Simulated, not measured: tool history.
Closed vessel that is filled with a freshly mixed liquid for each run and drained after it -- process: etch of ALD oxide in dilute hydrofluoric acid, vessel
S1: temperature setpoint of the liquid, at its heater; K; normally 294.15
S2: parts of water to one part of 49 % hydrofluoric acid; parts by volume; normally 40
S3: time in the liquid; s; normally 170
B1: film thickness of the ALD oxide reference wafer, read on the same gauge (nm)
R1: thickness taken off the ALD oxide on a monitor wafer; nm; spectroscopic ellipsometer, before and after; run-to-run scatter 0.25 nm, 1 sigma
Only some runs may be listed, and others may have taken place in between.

Run 1, hour 0.0: usual settings but S1 291.15 K; B1 149.98. Result: R1 31.38 nm.
At hour 118.2: thermometer replaced.
Run 2, hour 146.1: usual settings but S1 291.15 K; B1 150.00. Result: R1 32.68 nm.
Run 3, hour 174.7: usual settings but S1 291.15 K; B1 149.99. Result: R1 32.61 nm.
Run 4, hour 243.8: usual settings; B1 150.00. Result: R1 37.21 nm.
Run 5, hour 284.6: usual settings; B1 150.00. Result: R1 37.13 nm.
Run 6, hour 325.6: usual settings; B1 150.00. Result: R1 37.41 nm.
Run 7, hour 388.8: usual settings; B1 150.01. Result: R1 37.55 nm.
Run 8, hour 422.6: usual settings; B1 150.02. Result: R1 37.18 nm.
Run 9, hour 468.5: usual settings; B1 150.00. Result: R1 36.90 nm.
Run 10, hour 537.1: usual settings but S2 45 parts by volume; B1 149.99. Result: R1 33.50 nm.
Run 11, hour 587.1: usual settings but S2 45 parts by volume; B1 150.00. Result: R1 33.16 nm.
Run 12, hour 612.4: usual settings but S1 292.65 K, S2 30 parts by volume; B1 150.00. Result: R1 47.54 nm.
Run 13, hour 678.5: usual settings but S1 291.65 K, S3 230 s; B1 150.02. Result: R1 45.89 nm.
Run 14, hour 719.5: usual settings but S1 291.15 K, S2 50 parts by volume; B1 149.97. Result: R1 26.22 nm.
At hour 745.5: thermometer replaced.
Run 15, hour 792.2: usual settings but S1 292.15 K, S2 55 parts by volume, S3 70 s; B1 149.99. Result: R1 10.49 nm.
Run 16, hour 826.7: usual settings; B1 150.02. Result: R1 39.17 nm.
At hour 831.7: hydrofluoric acid flow meter replaced.
Run 17, hour 887.4: usual settings; B1 149.98. Result: R1 36.08 nm.
At hour 906.1: gauge calibrated.
Run 18, hour 915.5: usual settings but S2 45 parts by volume; B1 150.00. Result: R1 32.41 nm.
Run 19, hour 982.4: usual settings but S1 290.15 K; B1 150.02. Result: R1 30.49 nm.
Run 20, hour 1028.3: usual settings but S2 35 parts by volume, S3 120 s; B1 150.00. Result: R1 29.59 nm.
Run 21, hour 1085.3: usual settings but S3 225 s; B1 149.99. Result: R1 47.79 nm.
Run 22, hour 1128.7: usual settings; B1 150.00. Result: R1 36.70 nm.
Run 23, hour 1198.7: usual settings but S1 290.15 K, S2 50 parts by volume, S3 200 s; B1 150.00. Result: R1 28.60 nm.

Subtracting, for every run, the result it would have given without the tool's unlogged condition from the measured result gives the following. The same run-to-run variation enters both numbers; the gauge's scatter may not:
What the log doesn't record here: liquid colder than its thermometer reads (K); hydrofluoric acid flow above the setpoint (%); gauge reads high (%).
run     R1
  1  -0.12
  2  +1.01
  3  +1.01
  4  +1.19
  5  +1.20
  6  +1.24
  7  +1.26
  8  +1.27
  9  +1.27
 10  +1.19
 11  +1.20
 12  +1.66
 13  +1.64
 14  +0.97
 15  +0.70
 16  +2.60
 17  +0.09
 18  +0.09
 19  +0.10
 20  +0.12
 21  +0.24
 22  +0.20
 23  +0.17
